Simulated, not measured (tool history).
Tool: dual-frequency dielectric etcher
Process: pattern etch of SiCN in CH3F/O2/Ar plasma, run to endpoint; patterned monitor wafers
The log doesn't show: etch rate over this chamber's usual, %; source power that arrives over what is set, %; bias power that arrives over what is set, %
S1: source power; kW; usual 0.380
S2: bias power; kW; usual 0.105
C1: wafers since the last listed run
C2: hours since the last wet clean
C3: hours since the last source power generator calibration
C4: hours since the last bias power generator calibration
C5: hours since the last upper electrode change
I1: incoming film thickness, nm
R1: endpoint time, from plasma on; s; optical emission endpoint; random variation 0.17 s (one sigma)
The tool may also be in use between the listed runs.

run    hour     S1     S2    C1     C2      C3      C4      C5     I1    R1
  1     0.0  0.380  0.119     0  326.6   810.8  1679.5  2516.1  10.34  24.4
  2    24.1  0.380  0.119   423  350.7   834.9  1703.6  2540.2  10.39  24.0
  3    55.9  0.380  0.105   559  382.5   866.7  1735.4  2572.0  10.29  25.1
      104.1  -- wet clean of the chamber
  4   104.6  0.380  0.105   434    0.5   915.4  1784.1  2620.7  10.37  25.0
  5   151.8  0.380  0.105   830   47.7   962.6  1831.3  2667.9  10.31  24.9
  6   218.7  0.380  0.122  1176  114.6  1029.5  1898.2  2734.8  10.21  23.4
  7   282.8  0.380  0.105  1127  178.7  1093.6  1962.3  2798.9  10.23  24.7
  8   320.1  0.380  0.118   655  216.0  1130.9  1999.6  2836.2  10.41  24.2
  9   379.9  0.380  0.118  1051  275.8  1190.7  2059.4  2896.0  10.21  23.9
 10   424.4  0.380  0.118   782  320.3  1235.2  2103.9  2940.5  10.42  24.1
 11   460.2  0.380  0.105   629  356.1  1271.0  2139.7  2976.3  10.24  24.6
      494.0  -- wet clean of the chamber
      496.5  -- bias power generator calibrated
 12   527.6  0.380  0.105   719   33.6  1338.4    31.1  3043.7  10.32  25.1
 13   552.8  0.280  0.097   443   58.8  1363.6    56.3  3068.9  10.22  27.3
 14   618.8  0.380  0.082  1160  124.8  1429.6   122.3  3134.9  10.33  26.7
 15   646.8  0.420  0.089   492  152.8  1457.6   150.3  3162.9  10.35  25.7
 16   847.4  0.380  0.105  3527  353.4  1658.2   350.9  3363.5  10.34  24.6
      899.0  -- wet clean of the chamber
      910.3  -- upper electrode replaced
 17   914.2  0.430  0.129   555   15.2  1725.0   417.7     3.9  10.14  22.2
      969.5  -- source power generator calibrated
 18   980.8  0.480  0.096  1100   81.8    11.3   484.3    70.5  10.27  23.9
 19  1050.4  0.380  0.105  1224  151.4    80.9   553.9   140.1  10.39  25.2
 20  1118.2  0.380  0.105  1192  219.2   148.7   621.7   207.9  10.21  24.8
 21  1176.5  0.450  0.090  1025  277.5   207.0   680.0   266.2  10.22  25.0
 22  1206.6  0.330  0.096   529  307.6   237.1   710.1   296.3  10.42  27.3
     1248.7  -- wet clean of the chamber
 23  1263.6  0.300  0.097   580   14.9   294.1   767.1   353.3  10.30  27.1
 24  1328.0  0.380  0.094  1132   79.3   358.5   831.5   417.7  10.26  25.9

Forecast each of these 3 alternatives for the next run:
  A  1328.4  0.290  0.105   7  79.7  358.9  831.9  418.1  10.37   ?
  B  1328.4  0.450  0.080   7  79.7  358.9  831.9  418.1  10.37   ?
  C  1328.4  0.420  0.084   7  79.7  358.9  831.9  418.1  10.37   ?

run    R1
  A  26.5
  B  25.6
  C  25.7
Without the tool's hidden state the same runs would have given:
run    R1
  A  26.5
  B  25.6
  C  25.7
